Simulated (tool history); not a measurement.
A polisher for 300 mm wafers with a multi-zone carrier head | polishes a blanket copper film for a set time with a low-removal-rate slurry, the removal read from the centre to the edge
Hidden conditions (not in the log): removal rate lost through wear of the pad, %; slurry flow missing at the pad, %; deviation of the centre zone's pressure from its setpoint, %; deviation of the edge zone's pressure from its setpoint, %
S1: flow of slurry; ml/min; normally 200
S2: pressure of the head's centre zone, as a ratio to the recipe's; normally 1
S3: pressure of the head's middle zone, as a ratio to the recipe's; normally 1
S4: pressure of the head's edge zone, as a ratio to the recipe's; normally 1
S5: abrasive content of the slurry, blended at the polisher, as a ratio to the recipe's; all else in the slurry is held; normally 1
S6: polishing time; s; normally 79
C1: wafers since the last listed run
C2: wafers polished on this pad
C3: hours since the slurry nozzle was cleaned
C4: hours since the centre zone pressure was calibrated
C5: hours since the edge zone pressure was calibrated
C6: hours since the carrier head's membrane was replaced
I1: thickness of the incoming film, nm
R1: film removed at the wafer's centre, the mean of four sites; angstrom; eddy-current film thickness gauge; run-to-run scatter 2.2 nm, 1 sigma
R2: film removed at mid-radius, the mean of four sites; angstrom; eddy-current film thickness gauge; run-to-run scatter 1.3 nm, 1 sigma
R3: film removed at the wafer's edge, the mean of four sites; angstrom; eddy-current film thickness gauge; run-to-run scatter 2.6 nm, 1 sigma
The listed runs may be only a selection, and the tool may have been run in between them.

run    hour   S1    S2    S3    S4    S5  S6    C1    C2     C3     C4      C5     C6     I1    R1    R2    R3
  1       0  240     1     1     1   1.1  79     0   916  311.2  127.5   272.9  389.7  657.7  1934  1800  1799
       25.9  -- slurry nozzle cleaned
  2    37.8  200  1.04     1  0.96     1  79   445  1362   11.9  165.3   310.7  427.5  674.9  2023  1829  1806
  3    90.8  200  1.04     1  0.96     1  79   641  2004   64.9  218.3   363.7  480.5  657.8  1956  1783  1755
  4   149.8  200  1.04     1  0.96     1  79   714  2718  123.9  277.3   422.7  539.5  663.4  1938  1761  1720
      162.6  -- centre zone pressure recalibrated
      212.4  -- worn pad replaced by a new one
  5   212.9  200     1     1     1     1  79   691     6    187   50.3   485.8  602.6  671.1  1760  1763  1786
      230.3  -- carrier head's membrane replaced by a new one
  6   263.5  200     1     1     1     1  79   552   558  237.6  100.9   536.4   33.2  659.2  1753  1733  1763
  7   308.6  200     1     1     1     1  79   546  1104  282.7    146   581.5   78.3  663.9  1790  1727  1753
      336.9  -- slurry nozzle cleaned
  8   368.7  200     1     1     1     1  79   715  1820   31.8  206.1   641.6  138.4  659.8  1892  1834  1802
      457.2  -- centre zone pressure recalibrated
      471.3  -- worn pad replaced by a new one
  9   583.6  200     1     1     1     1  79  2530  1360  246.7  126.4   856.5  353.3  657.1  1770  1726  1777
 10     711  200     1     1     1     1  79  1543  2903  374.1  253.8   983.9  480.7  652.3  1862  1701  1712
        723  -- carrier head's membrane replaced by a new one
      737.9  -- slurry nozzle cleaned
 11   739.6  200     1     1     1     1  79   273  3177    1.7  282.4  1012.5   16.6  666.3  1980  1836  1847
      748.1  -- centre zone pressure recalibrated
 12   783.3  145     1     1     1  1.15  79   505  3682   45.4   35.2  1056.2   60.3  666.7  1788  1748  1739
      788.6  -- worn pad replaced by a new one
 13   813.6  170     1     1  0.92     1  63   318   302   75.7   65.5  1086.5   90.6  661.9  1472  1393  1345
      851.1  -- edge zone pressure recalibrated
 14   862.9  200     1     1     1     1  79   572   875    125  114.8    11.8  139.9  657.7  1888  1754  1734
 15   922.4  200     1     1     1     1  79   720  1596  184.5  174.3    71.3  199.4  651.8  1868  1740  1781
 16   989.7  255  1.04     1     1     1  88   815  2411  251.8  241.6   138.6  266.7    648  2225  2005  2016
     1054.4  -- worn pad replaced by a new one
 17  1055.2  220     1     1     1     1  79   744    10  317.3  307.1   204.1  332.2  661.6  1896  1761  1790
       1060  -- slurry nozzle cleaned
       1073  -- centre zone pressure recalibrated
 18  1122.7  200     1     1     1     1  54   781   791   62.7   49.7   271.6  399.7  658.3  1266  1219  1234
 19  1262.8  145  0.94  0.89  1.11     1  79  1696  2488  202.8  189.8   411.7  539.8  663.5  1694  1540  1696
     1275.5  -- carrier head's membrane replaced by a new one
     1298.8  -- worn pad replaced by a new one
 20  1313.6  200  0.93     1  1.08     1  79   506   179  253.6  240.6   462.5   38.1  660.4  1776  1741  1801
 21  1384.5  225     1     1     1     1  79   858  1038  324.5  311.5   533.4    109    651  1946  1748  1782

Branching from run 21: 4 alternative next runs. What would each branch give?
  A  1384.9  200     1     1     1     1   79   4  1043  324.9  311.9  533.8  109.4  664.2   ?   ?   ?
  B  1384.9  200  1.06     1     1     1  100   4  1043  324.9  311.9  533.8  109.4  664.2   ?   ?   ?
  C  1384.9  200     1     1  1.09     1   86   4  1043  324.9  311.9  533.8  109.4  664.2   ?   ?   ?
  D  1384.9  200  0.93  0.88     1  1.15   62   4  1043  324.9  311.9  533.8  109.4  664.2   ?   ?   ?

run    R1    R2    R3
  A  1877  1717  1732
  B  2466  2173  2192
  C  2044  1869  1946
  D  1444  1288  1396
The same runs, with their run-to-run variation unchanged, on a tool lacking any hidden condition would have given:
run    R1    R2    R3
  A  1864  1827  1811
  B  2450  2312  2293
  C  2030  1989  2035
  D  1433  1370  1460
